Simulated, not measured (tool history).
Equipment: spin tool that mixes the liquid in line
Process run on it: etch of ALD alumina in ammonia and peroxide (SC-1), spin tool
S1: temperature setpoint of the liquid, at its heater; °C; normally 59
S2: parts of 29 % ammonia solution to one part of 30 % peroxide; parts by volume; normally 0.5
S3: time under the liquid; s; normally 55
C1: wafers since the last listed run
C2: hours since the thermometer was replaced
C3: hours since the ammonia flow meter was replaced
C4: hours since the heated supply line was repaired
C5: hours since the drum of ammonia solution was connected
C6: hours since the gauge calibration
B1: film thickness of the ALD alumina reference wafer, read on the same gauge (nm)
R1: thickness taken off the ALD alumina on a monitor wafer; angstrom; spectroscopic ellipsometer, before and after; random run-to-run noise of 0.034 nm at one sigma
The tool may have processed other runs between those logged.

Run 1, day 0: usual settings but S1 51 °C; C1 0; C2 334.9; C3 1207.4; C4 653.5; C5 371.3; C6 2905.1; B1 109.98. Result: R1 31.8 angstrom.
At day 0.421: gauge calibrated.
Run 2, day 12.904: usual settings; C1 3498; C2 644.6; C3 1517.1; C4 963.2; C5 681; C6 299.6; B1 110. Result: R1 47.9 angstrom.
Run 3, day 16.388: usual settings but S1 67.5 °C, S2 0.25 parts by volume, S3 65 s; C1 944; C2 728.2; C3 1600.7; C4 1046.8; C5 764.6; C6 383.2; B1 110. Result: R1 82.4 angstrom.
At day 18.379: new drum of ammonia solution connected.
Run 4, day 20.708: usual settings; C1 1160; C2 831.9; C3 1704.4; C4 1150.5; C5 55.9; C6 486.9; B1 109.98. Result: R1 48.3 angstrom.
Run 5, day 23.021: usual settings but S2 0.75 parts by volume; C1 626; C2 887.4; C3 1759.9; C4 1206; C5 111.4; C6 542.4; B1 109.99. Result: R1 50.1 angstrom.
Run 6, day 26.688: usual settings but S1 66 °C, S2 0.65 parts by volume, S3 65 s; C1 994; C2 975.4; C3 1847.9; C4 1294; C5 199.4; C6 630.4; B1 110.04. Result: R1 81.3 angstrom.
Run 7, day 30.388: usual settings; C1 1003; C2 1064.2; C3 1936.7; C4 1382.8; C5 288.2; C6 719.2; B1 109.98. Result: R1 47.4 angstrom.
At day 32.238: heated supply line repaired.
At day 33.371: ammonia flow meter replaced.
Run 8, day 33.458: usual settings but S1 53.5 °C, S2 0.3 parts by volume, S3 85 s; C1 809; C2 1137.9; C3 2.1; C4 29.3; C5 361.9; C6 792.9; B1 110. Result: R1 54.7 angstrom.
Run 9, day 37.796: usual settings; C1 1175; C2 1242; C3 106.2; C4 133.4; C5 466; C6 897; B1 109.98. Result: R1 50.3 angstrom.
Run 10, day 39.754: usual settings but S1 64 °C, S2 0.35 parts by volume; C1 530; C2 1289; C3 153.2; C4 180.4; C5 513; C6 944; B1 109.98. Result: R1 61.5 angstrom.
Run 11, day 43.608: usual settings but S2 0.75 parts by volume; C1 1044; C2 1381.5; C3 245.7; C4 272.9; C5 605.5; C6 1036.5; B1 110.01. Result: R1 51.2 angstrom.
Run 12, day 49.283: usual settings but S1 68 °C, S2 0.65 parts by volume, S3 80 s; C1 1538; C2 1517.7; C3 381.9; C4 409.1; C5 741.7; C6 1172.7; B1 110. Result: R1 115.7 angstrom.
Run 13, day 52.512: usual settings but S3 40 s; C1 875; C2 1595.2; C3 459.4; C4 486.6; C5 819.2; C6 1250.2; B1 109.99. Result: R1 35.7 angstrom.
At day 55.2: new drum of ammonia solution connected.
Run 14, day 56.104: usual settings but S1 54.5 °C, S2 0.6 parts by volume, S3 65 s; C1 962; C2 1681.4; C3 545.6; C4 572.8; C5 21.7; C6 1336.4; B1 109.99. Result: R1 46.7 angstrom.
Run 15, day 57.904: usual settings but S1 63.5 °C, S2 0.3 parts by volume, S3 40 s; C1 488; C2 1724.6; C3 588.8; C4 616; C5 64.9; C6 1379.6; B1 109.99. Result: R1 43.1 angstrom.
Run 16, day 59.612: usual settings; C1 463; C2 1765.6; C3 629.8; C4 657; C5 105.9; C6 1420.6; B1 109.97. Result: R1 49 angstrom.
Run 17, day 70.221: usual settings but S1 54 °C, S2 0.55 parts by volume, S3 90 s; C1 2876; C2 2020.2; C3 884.4; C4 911.6; C5 360.5; C6 1675.2; B1 110.02. Result: R1 62.2 angstrom.
Run 18, day 74.6: usual settings but S3 40 s; C1 1187; C2 2125.3; C3 989.5; C4 1016.7; C5 465.6; C6 1780.3; B1 110.04. Result: R1 35.2 angstrom.
Run 19, day 76.788: usual settings but S1 67.5 °C, S2 0.6 parts by volume, S3 45 s; C1 593; C2 2177.8; C3 1042; C4 1069.2; C5 518.1; C6 1832.8; B1 109.98. Result: R1 61.5 angstrom.
Run 20, day 80.079: usual settings but S1 68 °C, S2 0.4 parts by volume; C1 892; C2 2256.8; C3 1121; C4 1148.2; C5 597.1; C6 1911.8; B1 110.02. Result: R1 73.8 angstrom.
Run 21, day 82.079: usual settings; C1 542; C2 2304.8; C3 1169; C4 1196.2; C5 645.1; C6 1959.8; B1 110.05. Result: R1 48.1 angstrom.
Run 22, day 83.704: usual settings; C1 440; C2 2343.8; C3 1208; C4 1235.2; C5 684.1; C6 1998.8; B1 110. Result: R1 48 angstrom.
Run 23, day 86.142: usual settings but S1 68.5 °C, S3 35 s; C1 660; C2 2402.3; C3 1266.5; C4 1293.7; C5 742.6; C6 2057.3; B1 109.97. Result: R1 49.6 angstrom.
At day 86.246: thermometer replaced.
Run 24, day 88.508: usual settings; C1 630; C2 54.3; C3 1323.3; C4 1350.5; C5 799.4; C6 2114.1; B1 110. Result: R1 47.4 angstrom.
At day 89.225: new drum of ammonia solution connected.
At day 89.471: heated supply line repaired.
Run 25, day 92.133: usual settings but S1 53.5 °C; C1 960; C2 141.3; C3 1410.3; C4 63.9; C5 69.8; C6 2201.1; B1 109.99. Result: R1 37.5 angstrom.
Run 26, day 96.158: usual settings but S1 55 °C, S2 0.45 parts by volume, S3 25 s; C1 1091; C2 237.9; C3 1506.9; C4 160.5; C5 166.4; C6 2297.7; B1 110.05. Result: R1 18.1 angstrom.

Across each entry between runs, compare the hidden state at the last listed run before it with the hidden state at the first listed run after it:
Between runs 1 and 2: gauge calibrated (day 0.421)
  temperature lost on the way to the wafer (K): 0.534 -> 0.747
  measured value less the no-hidden-state value, R1: -0.9 -> -1.9 angstrom
Between runs 3 and 4: new drum of ammonia solution connected (day 18.379)
  temperature lost on the way to the wafer (K): 0.805 -> 0.876
  measured value less the no-hidden-state value, R1: -3.3 -> -2.2 angstrom
Between runs 7 and 8: heated supply line repaired (day 32.238); ammonia flow meter replaced (day 33.371)
  temperature lost on the way to the wafer (K): 1.04 -> 0.129
  measured value less the no-hidden-state value, R1: -2.6 -> -0.4 angstrom
Between runs 13 and 14: new drum of ammonia solution connected (day 55.2)
  temperature lost on the way to the wafer (K): 0.444 -> 0.503
  measured value less the no-hidden-state value, R1: -0.8 -> -1.3 angstrom
Between runs 23 and 24: thermometer replaced (day 86.246)
  temperature lost on the way to the wafer (K): 0.999 -> 1.04
  measured value less the no-hidden-state value, R1: -2.5 -> -2.6 angstrom
Between runs 24 and 25: new drum of ammonia solution connected (day 89.225); heated supply line repaired (day 89.471)
  temperature lost on the way to the wafer (K): 1.04 -> 0.173
  measured value less the no-hidden-state value, R1: -2.6 -> -0.3 angstrom

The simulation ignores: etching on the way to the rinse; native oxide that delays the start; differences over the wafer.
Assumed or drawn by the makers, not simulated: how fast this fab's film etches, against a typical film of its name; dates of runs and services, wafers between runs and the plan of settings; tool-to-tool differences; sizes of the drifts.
